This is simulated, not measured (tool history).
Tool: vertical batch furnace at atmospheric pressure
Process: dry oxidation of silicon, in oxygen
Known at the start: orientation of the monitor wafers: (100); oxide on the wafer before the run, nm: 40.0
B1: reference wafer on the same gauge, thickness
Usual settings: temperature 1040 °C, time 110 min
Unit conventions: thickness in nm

run 1 hour=0 | temperature=1030 time=110 | B1=113.98 | thickness=110.77
run 2 hour=34.5 | temperature=1040 time=124.5 | B1=114.03 | thickness=126.48
run 3 hour=55.3 | temperature=1040 time=97.5 | B1=114.03 | thickness=110.65
run 4 hour=80.9 | temperature=1040 time=97.5 | B1=114.02 | thickness=110.57
run 5 hour=113.5 | temperature=1040 time=97.5 | B1=114.06 | thickness=110.64
run 6 hour=138.7 | temperature=1040 time=110 | B1=114.02 | thickness=118.27
run 7 hour=162.8 | temperature=1040 time=110 | B1=113.99 | thickness=118.35
run 8 hour=193.8 | temperature=1048 time=110 | B1=113.96 | thickness=124.49
run 9 hour=213.4 | temperature=1040 time=110 | B1=113.98 | thickness=118.43
run 10 hour=227.5 | temperature=1040 time=110 | B1=113.99 | thickness=118.01
run 11 hour=255.5 | temperature=1040 time=110 | B1=114 | thickness=118.23
run 12 hour=270.2 | temperature=1040 time=110 | B1=114.05 | thickness=118.61
run 13 hour=284.1 | temperature=1040 time=110 | B1=113.99 | thickness=118.29
-- hour=323.8 boat lift adjusted
run 14 hour=324.3 | temperature=1040 time=110 | B1=114.01 | thickness=118.37
run 15 hour=351.2 | temperature=1040 time=110 | B1=113.94 | thickness=118.7
run 16 hour=363.8 | temperature=1040 time=110 | B1=114.03 | thickness=118.17
run 17 hour=392.5 | temperature=1040 time=110 | B1=114 | thickness=118.69
-- hour=424.4 gauge calibrated
run 18 hour=425.8 | temperature=1040 time=110 | B1=114.01 | thickness=118.64
run 19 hour=460.8 | temperature=1047 time=94 | B1=114.01 | thickness=114.06
-- hour=516.8 thermocouples replaced and temperature profile calibrated
run 20 hour=517.3 | temperature=1040 time=110 | B1=114.02 | thickness=114.91
run 21 hour=522.8 | temperature=1015 time=79 | B1=113.98 | thickness=83.12
run 22 hour=528.3 | temperature=1020 time=126.5 | B1=114.05 | thickness=108.6
run 23 hour=558.3 | temperature=1040 time=134 | B1=114 | thickness=128.35
run 24 hour=619.8 | temperature=1040 time=110 | B1=114.05 | thickness=114.99
run 25 hour=643.3 | temperature=1031 time=75 | B1=114.01 | thickness=89.08
run 26 hour=658.8 | temperature=1040 time=77 | B1=114.02 | thickness=95.37
run 27 hour=670.9 | temperature=1033 time=146 | B1=114 | thickness=128.57
run 28 hour=687.8 | temperature=1054 time=164 | B1=114.01 | thickness=157.48
run 29 hour=712.7 | temperature=1058 time=155 | B1=114 | thickness=156.4

Expected results for the next run?
run 30 hour=734.3 | temperature=1040 time=110 | B1=? | thickness=?

{"run 30": {"B1": 114.04, "thickness": 115.07}}
On a tool with no hidden condition, and with the same random variation, this run would have come out at thickness 114.85 nm.

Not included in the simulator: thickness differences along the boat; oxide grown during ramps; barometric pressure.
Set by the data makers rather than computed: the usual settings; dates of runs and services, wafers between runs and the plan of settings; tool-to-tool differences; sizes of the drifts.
